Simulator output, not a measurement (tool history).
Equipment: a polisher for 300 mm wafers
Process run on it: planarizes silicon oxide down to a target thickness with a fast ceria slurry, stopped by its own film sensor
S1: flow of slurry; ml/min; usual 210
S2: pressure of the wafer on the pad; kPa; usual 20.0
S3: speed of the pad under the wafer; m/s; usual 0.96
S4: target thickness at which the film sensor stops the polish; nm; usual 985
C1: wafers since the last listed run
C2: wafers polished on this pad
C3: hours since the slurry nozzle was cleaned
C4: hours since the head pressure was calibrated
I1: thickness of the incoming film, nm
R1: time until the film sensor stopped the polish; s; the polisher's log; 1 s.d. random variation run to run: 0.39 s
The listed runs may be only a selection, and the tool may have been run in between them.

| run | day | S1 | S2 | S3 | S4 | C1 | C2 | C3 | C4 | I1 | R1 |
|---|---|---|---|---|---|---|---|---|---|---|---|
| 1 | 0.000 | 165 | 20.0 | 0.96 | 985 | 0 | 6874 | 73.4 | 218.0 | 1537.1 | 38.6 |
|  | 0.471 | worn pad replaced by a new one |
| 2 | 2.238 | 210 | 23.4 | 0.96 | 985 | 670 | 572 | 127.1 | 271.7 | 1526.1 | 33.0 |
| 3 | 3.667 | 210 | 20.0 | 1.14 | 985 | 462 | 1034 | 161.4 | 306.0 | 1543.5 | 34.3 |
| 4 | 5.362 | 210 | 20.0 | 0.96 | 1120 | 549 | 1583 | 202.1 | 346.7 | 1518.1 | 27.0 |
| 5 | 8.008 | 210 | 20.0 | 0.96 | 985 | 856 | 2440 | 265.6 | 410.2 | 1550.3 | 39.5 |
| 6 | 9.925 | 210 | 20.0 | 0.96 | 985 | 620 | 3061 | 311.6 | 456.2 | 1550.4 | 39.7 |
| 7 | 11.917 | 210 | 20.0 | 0.96 | 985 | 644 | 3705 | 359.4 | 504.0 | 1571.9 | 41.3 |
| 8 | 13.167 | 210 | 20.0 | 0.96 | 985 | 404 | 4110 | 389.4 | 534.0 | 1545.8 | 39.6 |
| 9 | 14.388 | 210 | 20.0 | 0.96 | 985 | 395 | 4505 | 418.7 | 563.3 | 1536.1 | 39.6 |
|  | 15.492 | slurry nozzle cleaned |
|  | 18.042 | worn pad replaced by a new one |
|  | 19.200 | head pressure recalibrated |
| 10 | 22.571 | 210 | 20.0 | 0.96 | 1109 | 2554 | 1439 | 169.9 | 80.9 | 1551.9 | 28.9 |
| 11 | 23.679 | 210 | 20.0 | 0.96 | 1109 | 358 | 1798 | 196.5 | 107.5 | 1538.7 | 28.4 |
| 12 | 24.725 | 210 | 20.0 | 0.96 | 985 | 338 | 2136 | 221.6 | 132.6 | 1532.2 | 36.0 |
| 13 | 27.625 | 210 | 20.0 | 0.96 | 931 | 938 | 3075 | 291.2 | 202.2 | 1529.8 | 40.6 |
| 14 | 30.154 | 210 | 20.0 | 0.96 | 931 | 818 | 3894 | 351.9 | 262.9 | 1526.0 | 40.8 |
| 15 | 32.971 | 280 | 17.9 | 0.96 | 1168 | 911 | 4806 | 419.5 | 330.5 | 1543.4 | 26.8 |
| 16 | 34.025 | 210 | 20.0 | 0.96 | 1106 | 341 | 5147 | 444.8 | 355.8 | 1562.5 | 31.9 |
|  | 35.250 | slurry nozzle cleaned |
| 17 | 36.796 | 210 | 20.0 | 0.70 | 1086 | 883 | 6031 | 37.1 | 422.3 | 1539.7 | 37.2 |
| 18 | 38.717 | 245 | 17.2 | 0.96 | 985 | 621 | 6653 | 83.2 | 468.4 | 1568.0 | 43.8 |
|  | 40.167 | worn pad replaced by a new one |
| 19 | 41.667 | 210 | 20.0 | 0.96 | 985 | 901 | 485 | 154.0 | 539.2 | 1539.2 | 38.4 |
| 20 | 43.083 | 210 | 16.5 | 0.96 | 815 | 458 | 944 | 188.0 | 573.2 | 1520.0 | 56.8 |
| 21 | 44.096 | 210 | 20.0 | 0.96 | 985 | 327 | 1272 | 212.3 | 597.5 | 1552.7 | 39.5 |
|  | 45.038 | head pressure recalibrated |
| 22 | 45.104 | 210 | 20.0 | 0.96 | 985 | 299 | 1571 | 236.5 | 1.6 | 1530.3 | 34.9 |
| 23 | 46.379 | 210 | 20.0 | 0.96 | 985 | 412 | 1984 | 267.1 | 32.2 | 1550.4 | 36.8 |
| 24 | 48.125 | 210 | 20.0 | 0.96 | 985 | 565 | 2549 | 309.0 | 74.1 | 1536.9 | 36.7 |
| 25 | 52.012 | 210 | 16.5 | 0.96 | 1148 | 1258 | 3808 | 402.3 | 167.4 | 1527.8 | 30.1 |
| 26 | 54.696 | 210 | 15.9 | 0.96 | 847 | 868 | 4677 | 466.7 | 231.8 | 1551.6 | 59.0 |
| 27 | 56.004 | 190 | 20.0 | 1.24 | 985 | 423 | 5100 | 498.1 | 263.2 | 1524.4 | 31.9 |
|  | 56.483 | slurry nozzle cleaned |
| 28 | 57.438 | 175 | 15.2 | 0.80 | 912 | 450 | 5551 | 22.9 | 297.6 | 1572.5 | 64.6 |
|  | 57.854 | worn pad replaced by a new one |
| 29 | 60.171 | 210 | 26.2 | 0.96 | 1119 | 830 | 750 | 88.5 | 363.2 | 1515.4 | 21.9 |
| 30 | 62.504 | 210 | 20.0 | 1.10 | 852 | 755 | 1505 | 144.5 | 419.2 | 1525.2 | 42.8 |
| 31 | 63.679 | 210 | 20.0 | 0.96 | 1037 | 380 | 1886 | 172.7 | 447.4 | 1551.0 | 36.0 |
| 32 | 65.617 | 210 | 20.0 | 0.96 | 985 | 627 | 2513 | 219.2 | 493.9 | 1520.7 | 38.2 |
| 33 | 67.696 | 210 | 24.1 | 0.84 | 985 | 673 | 3186 | 269.1 | 543.8 | 1528.7 | 35.3 |
| 34 | 75.992 | 210 | 20.0 | 1.18 | 985 | 2685 | 5872 | 468.2 | 742.9 | 1549.0 | 34.9 |
|  | 76.388 | worn pad replaced by a new one |
|  | 76.983 | slurry nozzle cleaned |
| 35 | 78.129 | 280 | 20.0 | 0.96 | 985 | 624 | 550 | 27.5 | 794.2 | 1558.5 | 39.2 |

Some steps in R1 between neighbouring runs. How much of each would the tool show without its hidden state too (settings, what came in, random variation), and how much is left for the hidden state, with any gauge scatter that isn't in both results?
Hidden state at play: removal rate lost through wear of the pad, %; slurry flow missing at the pad, %; deviation of the head's pressure from its setpoint, %.
Run 9 -> 10: S4 985 -> 1109, slurry nozzle cleaned, worn pad replaced by a new one, head pressure recalibrated. R1 -10.7 s: hidden state -3.7, all else -7.0.
Run 25 -> 26: S2 16.5 -> 15.9, S4 1148 -> 847. R1 +28.9 s: hidden state +2.7, all else +26.2.
Run 27 -> 28: S1 190 -> 175, S2 20.0 -> 15.2, S3 1.24 -> 0.80, S4 985 -> 912, slurry nozzle cleaned. R1 +32.7 s: hidden state +3.0, all else +29.7.
Run 28 -> 29: S1 175 -> 210, S2 15.2 -> 26.2, S3 0.80 -> 0.96, S4 912 -> 1119, worn pad replaced by a new one. R1 -42.7 s: hidden state -3.6, all else -39.1.
